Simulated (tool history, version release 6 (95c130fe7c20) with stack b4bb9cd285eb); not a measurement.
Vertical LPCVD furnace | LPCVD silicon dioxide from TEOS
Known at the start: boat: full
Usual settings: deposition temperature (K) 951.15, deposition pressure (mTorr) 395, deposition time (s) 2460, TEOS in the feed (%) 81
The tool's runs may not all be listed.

| run | day | deposition temperature (K) | deposition pressure (mTorr) | deposition time (s) | TEOS in the feed (%) | read-back reference wafer on the same gauge, thickness | film thickness on the monitor wafer in the middle of the boat (Å) |
|---|---|---|---|---|---|---|---|
| 1 | 0.000 | 960.15 | 395 | 2460 | 81 | 190.26 | 2648.9 |
| 2 | 0.500 | 951.15 | 395 | 2460 | 81 | 189.81 | 2134.0 |
| 3 | 0.888 | 951.15 | 395 | 2460 | 81 | 190.11 | 2143.5 |
| 4 | 1.783 | 951.15 | 330 | 2460 | 75 | 189.96 | 1877.0 |
| 5 | 2.229 | 951.15 | 395 | 2460 | 81 | 189.96 | 2121.3 |
| 6 | 2.779 | 951.15 | 395 | 2460 | 81 | 189.89 | 2130.1 |
| 7 | 3.146 | 951.15 | 395 | 2460 | 81 | 190.22 | 2136.1 |
| 8 | 3.546 | 951.15 | 395 | 2460 | 88 | 189.89 | 2217.3 |
|  | 3.688 | gauge calibrated |
| 9 | 4.262 | 951.15 | 395 | 2460 | 88 | 189.92 | 2222.9 |
|  | 5.529 | pressure gauge zeroed |
| 10 | 6.146 | 951.15 | 395 | 2460 | 81 | 189.93 | 2135.8 |
| 11 | 6.583 | 951.15 | 395 | 2460 | 81 | 190.18 | 2125.7 |
| 12 | 6.892 | 951.15 | 395 | 2460 | 81 | 190.01 | 2142.0 |
| 13 | 7.779 | 947.15 | 395 | 1890 | 66 | 190.07 | 1345.5 |
|  | 9.433 | TEOS flow controller replaced |
| 14 | 9.454 | 963.15 | 365 | 2460 | 81 | 190.00 | 2736.5 |
| 15 | 9.667 | 951.15 | 475 | 2790 | 96 | 189.89 | 2880.5 |
| 16 | 9.883 | 951.15 | 395 | 2460 | 81 | 190.00 | 2125.5 |
| 17 | 10.096 | 951.15 | 395 | 2460 | 81 | 190.03 | 2147.3 |
|  | 11.592 | thermocouples replaced and temperature profile calibrated |
| 18 | 11.612 | 946.15 | 465 | 1890 | 77 | 190.06 | 1532.8 |
| 19 | 11.825 | 951.15 | 395 | 2460 | 89 | 190.21 | 2237.0 |
| 20 | 14.200 | 951.15 | 395 | 2940 | 75 | 189.93 | 2468.6 |
| 21 | 15.788 | 951.15 | 395 | 2460 | 81 | 190.14 | 2144.4 |
| 22 | 16.142 | 951.15 | 310 | 2100 | 81 | 189.96 | 1609.5 |
| 23 | 16.500 | 956.15 | 395 | 2460 | 81 | 190.04 | 2402.1 |
| 24 | 17.033 | 951.15 | 395 | 3060 | 81 | 190.08 | 2667.5 |
| 25 | 17.658 | 960.15 | 455 | 2460 | 76 | 189.93 | 2746.1 |
| 26 | 18.475 | 951.15 | 395 | 2460 | 81 | 189.94 | 2121.4 |
| 27 | 19.167 | 943.15 | 450 | 3210 | 81 | 189.85 | 2443.6 |
| 28 | 19.596 | 951.15 | 330 | 1560 | 65 | 189.94 | 1111.8 |
| 29 | 20.171 | 951.15 | 395 | 1950 | 81 | 190.12 | 1685.2 |
| 30 | 20.712 | 951.15 | 395 | 2460 | 81 | 189.94 | 2139.1 |
| 31 | 21.325 | 951.15 | 350 | 3180 | 90 | 189.95 | 2735.5 |

What the log doesn't show, run by run:
true tube temperature minus thermocouple reading, K: 0 in every run
true pressure minus gauge reading, mTorr: 0 in every run
deviation of the TEOS flow from its setpoint, %: 0 in every run
gauge reads high (%): 0 in every run
